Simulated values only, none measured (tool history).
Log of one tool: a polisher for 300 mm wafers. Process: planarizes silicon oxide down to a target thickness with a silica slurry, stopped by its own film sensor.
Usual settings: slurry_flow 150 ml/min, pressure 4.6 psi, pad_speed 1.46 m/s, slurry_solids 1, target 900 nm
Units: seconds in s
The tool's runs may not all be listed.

run	hour	slurry_flow	pressure	pad_speed	slurry_solids	target	incoming thickness of the incoming film, nm	seconds
1	0	150	4.6	1.46	1	900	1256.5	86
2	10.6	150	4.6	1.46	1	900	1246.9	82.2
# hour 27.1: conditioning disc replaced and pad reconditioned
3	36.1	150	4.6	1.46	1	900	1242.3	86.7
# hour 52.6: head pressure recalibrated
4	53.8	150	4.6	1.46	1	900	1253.9	90
5	70.6	150	4.6	1.46	1	900	1245.9	90.3
6	87.2	150	4.6	1.46	1	900	1247.8	88.2
7	94.3	135	3.1	1.46	1	900	1259.6	121.6
# hour 95.6: slurry nozzle cleaned
8	101.3	150	4.6	1.46	1	900	1237.5	87.8
9	109.7	150	4.6	1.46	1	900	1255.4	90
10	125.8	150	4.6	1	1	900	1250.7	120
# hour 132.1: worn pad replaced by a new one
11	136.9	115	5.9	1.08	1	998	1262.6	62.5
12	151.9	150	4.6	1.46	1	900	1244.2	79.7
13	158.4	150	4.6	1.46	1	900	1248.8	81.9
14	171.7	180	4.6	1.88	1	900	1245.9	66.1
# hour 179: slurry blender recalibrated
15	186.4	150	4.6	1.28	1	900	1262	100.3
16	199.4	110	4.6	1.46	1	817	1253.4	113.8
17	237.6	150	4.6	1.46	1	938	1272.3	83.4
18	245	130	4.6	1.46	1	900	1253.4	92.4
19	260.6	130	4.6	1.1	1	939	1247.8	100.9
20	272.8	150	4.6	1.46	1.1	900	1261.5	85.7
21	288.2	150	4.6	1.46	1	900	1246.9	90.1
22	302	150	6.2	1.46	1	993	1262.7	54.6

Run 23 comes next. What will it give?
# hour 316.2: worn pad replaced by a new one
23	316.7	150	4.6	1.46	1	900	1275.7	?

{"run 23": {"seconds": 85.7}}
Without the tool's hidden state the same run would have given seconds 84.7 s.
